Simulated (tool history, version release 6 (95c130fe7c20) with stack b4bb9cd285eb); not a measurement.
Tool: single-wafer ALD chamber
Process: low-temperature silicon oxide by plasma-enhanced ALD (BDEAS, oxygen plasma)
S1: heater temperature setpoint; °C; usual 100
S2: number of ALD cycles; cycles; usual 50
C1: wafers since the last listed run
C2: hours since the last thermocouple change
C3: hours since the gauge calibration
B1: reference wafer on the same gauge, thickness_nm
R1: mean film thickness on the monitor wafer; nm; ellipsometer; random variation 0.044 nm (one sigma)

{"run": 1, "hour": 0.0, "S1": 100, "S2": 50, "C1": 0, "C2": 1027.5, "C3": 27.7, "B1": 8.371, "R1": 7.942}
{"run": 2, "hour": 17.3, "S1": 100, "S2": 50, "C1": 106, "C2": 1044.8, "C3": 45, "B1": 8.363, "R1": 7.875}
{"run": 3, "hour": 28.9, "S1": 100, "S2": 50, "C1": 71, "C2": 1056.4, "C3": 56.6, "B1": 8.369, "R1": 7.95}
{"run": 4, "hour": 43.2, "S1": 100, "S2": 50, "C1": 88, "C2": 1070.7, "C3": 70.9, "B1": 8.39, "R1": 7.864}
{"run": 5, "hour": 58.3, "S1": 100, "S2": 50, "C1": 92, "C2": 1085.8, "C3": 86, "B1": 8.374, "R1": 7.812}
{"run": 6, "hour": 68.6, "S1": 91, "S2": 50, "C1": 63, "C2": 1096.1, "C3": 96.3, "B1": 8.377, "R1": 8.163}
{"run": 7, "hour": 79.2, "S1": 91, "S2": 50, "C1": 65, "C2": 1106.7, "C3": 106.9, "B1": 8.382, "R1": 8.159}
{"hour": 93.8, "done": "thermocouple changed; heater temperature recalibrated"}
{"run": 8, "hour": 94.3, "S1": 100, "S2": 50, "C1": 43, "C2": 0.5, "C3": 122, "B1": 8.367, "R1": 7.905}
{"run": 9, "hour": 103.8, "S1": 100, "S2": 50, "C1": 58, "C2": 10, "C3": 131.5, "B1": 8.401, "R1": 7.897}
{"run": 10, "hour": 112.2, "S1": 100, "S2": 50, "C1": 51, "C2": 18.4, "C3": 139.9, "B1": 8.383, "R1": 7.832}
{"run": 11, "hour": 126.7, "S1": 95, "S2": 57, "C1": 89, "C2": 32.9, "C3": 154.4, "B1": 8.374, "R1": 9.202}
{"run": 12, "hour": 144.5, "S1": 100, "S2": 44, "C1": 109, "C2": 50.7, "C3": 172.2, "B1": 8.382, "R1": 6.882}
{"hour": 177.0, "done": "gauge calibrated"}
{"run": 13, "hour": 195.1, "S1": 93, "S2": 54, "C1": 311, "C2": 101.3, "C3": 18.1, "B1": 8.374, "R1": 8.809}
{"run": 14, "hour": 208.3, "S1": 100, "S2": 50, "C1": 81, "C2": 114.5, "C3": 31.3, "B1": 8.364, "R1": 7.878}
{"run": 15, "hour": 218.9, "S1": 106, "S2": 43, "C1": 65, "C2": 125.1, "C3": 41.9, "B1": 8.366, "R1": 6.731}
{"run": 16, "hour": 227.9, "S1": 100, "S2": 50, "C1": 55, "C2": 134.1, "C3": 50.9, "B1": 8.365, "R1": 7.924}
{"run": 17, "hour": 241.9, "S1": 112, "S2": 59, "C1": 86, "C2": 148.1, "C3": 64.9, "B1": 8.381, "R1": 9.075}

The next listed run, before its measurement:
{"run": 18, "hour": 252.5, "S1": 105, "S2": 53, "C1": 65, "C2": 158.7, "C3": 75.5, "B1": "?", "R1": "?"}

B1: 8.406
R1: 8.321 nm
Without the tool's hidden state the same run would have given R1 8.321 nm.
